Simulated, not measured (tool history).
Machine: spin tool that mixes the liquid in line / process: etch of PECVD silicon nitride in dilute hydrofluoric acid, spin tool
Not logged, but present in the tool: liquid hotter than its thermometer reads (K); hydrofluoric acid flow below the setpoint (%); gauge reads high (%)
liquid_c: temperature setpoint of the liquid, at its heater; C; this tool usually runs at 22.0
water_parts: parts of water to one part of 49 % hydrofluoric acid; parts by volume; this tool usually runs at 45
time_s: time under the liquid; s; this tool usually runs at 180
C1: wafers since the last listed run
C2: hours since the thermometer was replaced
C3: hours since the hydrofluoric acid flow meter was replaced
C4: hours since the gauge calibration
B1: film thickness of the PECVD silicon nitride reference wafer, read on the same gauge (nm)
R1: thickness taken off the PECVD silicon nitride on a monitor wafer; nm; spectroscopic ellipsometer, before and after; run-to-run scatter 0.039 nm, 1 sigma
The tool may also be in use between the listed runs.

Run 1, hour 0.0: usual settings; C1 0; C2 2274.3; C3 551.8; C4 356.7; B1 99.99. Result: R1 10.58 nm.
Run 2, hour 41.8: usual settings; C1 240; C2 2316.1; C3 593.6; C4 398.5; B1 100.00. Result: R1 10.56 nm.
Run 3, hour 105.8: usual settings; C1 368; C2 2380.1; C3 657.6; C4 462.5; B1 100.00. Result: R1 10.73 nm.
Run 4, hour 171.8: usual settings; C1 379; C2 2446.1; C3 723.6; C4 528.5; B1 99.98. Result: R1 10.63 nm.
Run 5, hour 230.1: usual settings; C1 335; C2 2504.4; C3 781.9; C4 586.8; B1 100.01. Result: R1 10.64 nm.
Run 6, hour 337.8: usual settings; C1 619; C2 2612.1; C3 889.6; C4 694.5; B1 100.00. Result: R1 10.64 nm.
Run 7, hour 408.7: usual settings but water_parts 60 parts by volume; C1 407; C2 2683.0; C3 960.5; C4 765.4; B1 99.99. Result: R1 8.03 nm.
At hour 423.8: hydrofluoric acid flow meter replaced.
Run 8, hour 467.2: usual settings but water_parts 60 parts by volume; C1 330; C2 2741.5; C3 43.4; C4 823.9; B1 100.01. Result: R1 8.23 nm.
At hour 519.9: thermometer replaced.
Run 9, hour 529.5: usual settings; C1 352; C2 9.6; C3 105.7; C4 886.2; B1 100.00. Result: R1 10.18 nm.
Run 10, hour 599.3: usual settings; C1 401; C2 79.4; C3 175.5; C4 956.0; B1 100.00. Result: R1 10.16 nm.
At hour 607.6: gauge calibrated.
Run 11, hour 635.4: usual settings; C1 207; C2 115.5; C3 211.6; C4 27.8; B1 100.02. Result: R1 10.24 nm.
Run 12, hour 679.9: usual settings but liquid_c 20.5 C, water_parts 25 parts by volume; C1 256; C2 160.0; C3 256.1; C4 72.3; B1 100.01. Result: R1 16.19 nm.
Run 13, hour 743.7: usual settings; C1 367; C2 223.8; C3 319.9; C4 136.1; B1 100.00. Result: R1 10.23 nm.
Run 14, hour 785.7: usual settings; C1 241; C2 265.8; C3 361.9; C4 178.1; B1 99.99. Result: R1 10.18 nm.
Run 15, hour 856.0: usual settings but liquid_c 24.0 C, time_s 145 s; C1 404; C2 336.1; C3 432.2; C4 248.4; B1 99.99. Result: R1 9.40 nm.
Run 16, hour 889.4: usual settings but water_parts 65 parts by volume, time_s 220 s; C1 192; C2 369.5; C3 465.6; C4 281.8; B1 100.00. Result: R1 8.68 nm.
Run 17, hour 919.9: usual settings but water_parts 55 parts by volume, time_s 105 s; C1 175; C2 400.0; C3 496.1; C4 312.3; B1 99.99. Result: R1 4.88 nm.
Run 18, hour 962.2: usual settings but liquid_c 17.5 C, water_parts 30 parts by volume; C1 243; C2 442.3; C3 538.4; C4 354.6; B1 100.00. Result: R1 11.00 nm.
Run 19, hour 1033.3: usual settings but liquid_c 26.0 C, water_parts 35 parts by volume; C1 409; C2 513.4; C3 609.5; C4 425.7; B1 99.98. Result: R1 17.01 nm.
Run 20, hour 1079.9: usual settings but liquid_c 19.0 C, water_parts 25 parts by volume, time_s 90 s; C1 268; C2 560.0; C3 656.1; C4 472.3; B1 100.00. Result: R1 7.30 nm.
Run 21, hour 1144.3: usual settings but water_parts 35 parts by volume; C1 370; C2 624.4; C3 720.5; C4 536.7; B1 100.00. Result: R1 13.04 nm.
Run 22, hour 1208.7: usual settings; C1 370; C2 688.8; C3 784.9; C4 601.1; B1 100.01. Result: R1 10.14 nm.
Run 23, hour 1243.6: usual settings; C1 200; C2 723.7; C3 819.8; C4 636.0; B1 100.01. Result: R1 10.20 nm.

5 options for the next run, each taken on its own from the tool as it stands now. Forecast them:
Run A, hour 1244.1: usual settings but time_s 225 s; C1 2; C2 724.2; C3 820.3; C4 636.5; B1 ?. Result: R1 ?.
Run B, hour 1244.1: usual settings but liquid_c 23.5 C, water_parts 35 parts by volume, time_s 235 s; C1 2; C2 724.2; C3 820.3; C4 636.5; B1 ?. Result: R1 ?.
Run C, hour 1244.1: usual settings but liquid_c 26.5 C, water_parts 30 parts by volume, time_s 220 s; C1 2; C2 724.2; C3 820.3; C4 636.5; B1 ?. Result: R1 ?.
Run D, hour 1244.1: usual settings but liquid_c 26.5 C, water_parts 65 parts by volume, time_s 95 s; C1 2; C2 724.2; C3 820.3; C4 636.5; B1 ?. Result: R1 ?.
Run E, hour 1244.1: usual settings but liquid_c 18.0 C, water_parts 55 parts by volume, time_s 240 s; C1 2; C2 724.2; C3 820.3; C4 636.5; B1 ?. Result: R1 ?.

run      B1     R1
  A  100.01  12.80
  B  100.01  18.91
  C  100.01  25.17
  D  100.01   5.09
  E  100.01   8.51
What these runs would have given with no unlogged condition in the tool:
run     R1
  A  12.84
  B  18.97
  C  25.25
  D   5.11
  E   8.53
